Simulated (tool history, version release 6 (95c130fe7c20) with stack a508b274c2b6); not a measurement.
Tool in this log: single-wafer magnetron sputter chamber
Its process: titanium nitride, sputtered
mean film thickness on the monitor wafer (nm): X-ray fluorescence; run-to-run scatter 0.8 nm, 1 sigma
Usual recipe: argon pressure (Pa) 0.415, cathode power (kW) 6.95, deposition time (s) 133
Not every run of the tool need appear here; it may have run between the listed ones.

run	hour	argon pressure (Pa)	cathode power (kW)	deposition time (s)	wafers since the last listed run	wafers on the sputter target	hours since the last manometer calibration	hours since the magnet pack was replaced	hours since the gauge calibration	read-back reference wafer on the same gauge, thickness_nm	mean film thickness on the monitor wafer (nm)
1	0	0.358	6.95	133	0	3651	2426.2	6848.9	1124.4	161.924	162.121
2	43.1	0.358	6.95	133	599	4251	2469.3	6892	1167.5	162.125	161.204
3	77.4	0.415	6.95	133	477	4729	2503.6	6926.3	1201.8	161.81	156.439
4	125.4	0.415	6.95	133	668	5397	2551.6	6974.3	1249.8	162.115	155.676
5	186.1	0.415	6.95	133	844	6242	2612.3	7035	1310.5	162.128	156.676
6	220.1	0.415	6.95	133	473	6715	2646.3	7069	1344.5	161.982	154.443
7	258.3	0.415	6.95	133	531	7246	2684.5	7107.2	1382.7	162.042	156.225
8	295.2	0.415	6.95	133	513	7760	2721.4	7144.1	1419.6	162.006	155.276
# hour 316.6: magnet pack replaced
# hour 325: sputter target and shields replaced
9	353.4	0.415	6.95	133	587	394	2779.6	36.8	1477.8	162.114	160.813
10	403.7	0.415	8.2	118	700	1095	2829.9	87.1	1528.1	161.977	162.63
11	445.7	0.415	6.95	133	584	1679	2871.9	129.1	1570.1	161.853	159.667
12	475.7	0.415	6.95	133	417	2097	2901.9	159.1	1600.1	161.757	161.068
# hour 519.9: capacitance manometer re-zeroed and calibrated
13	520.4	0.37	5.9	153	510	2607	0.5	203.8	1644.8	161.935	162.085
14	575.1	0.271	6.95	157	761	3369	55.2	258.5	1699.5	162.116	195.761
15	637.8	0.339	8.05	114	872	4241	117.9	321.2	1762.2	162.055	154.409
16	697.6	0.415	7.95	133	832	5074	177.7	381	1822	161.92	172.543
17	747.8	0.569	6.95	115	698	5772	227.9	431.2	1872.2	162.097	123.439
18	781	0.55	5.55	140	462	6235	261.1	464.4	1905.4	161.994	127.799
# hour 847.6: gauge calibrated
19	851.7	0.415	6.95	112	984	7219	331.8	535.1	4.1	162.166	130.034
20	921.1	0.358	6.95	133	965	8185	401.2	604.5	73.5	161.799	155.879
# hour 947.3: sputter target and shields replaced
21	947.8	0.415	6.95	133	260	7	427.9	631.2	100.2	161.868	155.571
22	991	0.578	8.3	133	601	608	471.1	674.4	143.4	161.919	167.445
23	1021.7	0.511	6.95	133	427	1035	501.8	705.1	174.1	162.018	149.758
24	1116.9	0.415	6.95	133	1325	2360	597	800.3	269.3	162.042	155.706
25	1169.4	0.415	8.6	114	730	3091	649.5	852.8	321.8	162.045	159.059
26	1211.9	0.415	5.55	133	591	3683	692	895.3	364.3	162.057	130.849
27	1273.9	0.415	6.45	151	862	4546	754	957.3	426.3	161.824	167.146
28	1345.8	0.519	6.95	115	1000	5546	825.9	1029.2	498.2	161.929	127.795
29	1406.8	0.415	6.95	112	849	6395	886.9	1090.2	559.2	162.112	130.015
30	1448.8	0.463	6.95	153	584	6980	928.9	1132.2	601.2	162.02	170.592

What will run 31 give?
31	1476.4	0.469	6.15	149	384	7364	956.5	1159.8	628.8	?	?

Run 31 produced read-back reference wafer on the same gauge, thickness_nm 162.091, mean film thickness on the monitor wafer (nm) 152.562.
Had the tool carried no hidden state, the very same run would have given mean film thickness on the monitor wafer (nm) 155.813.
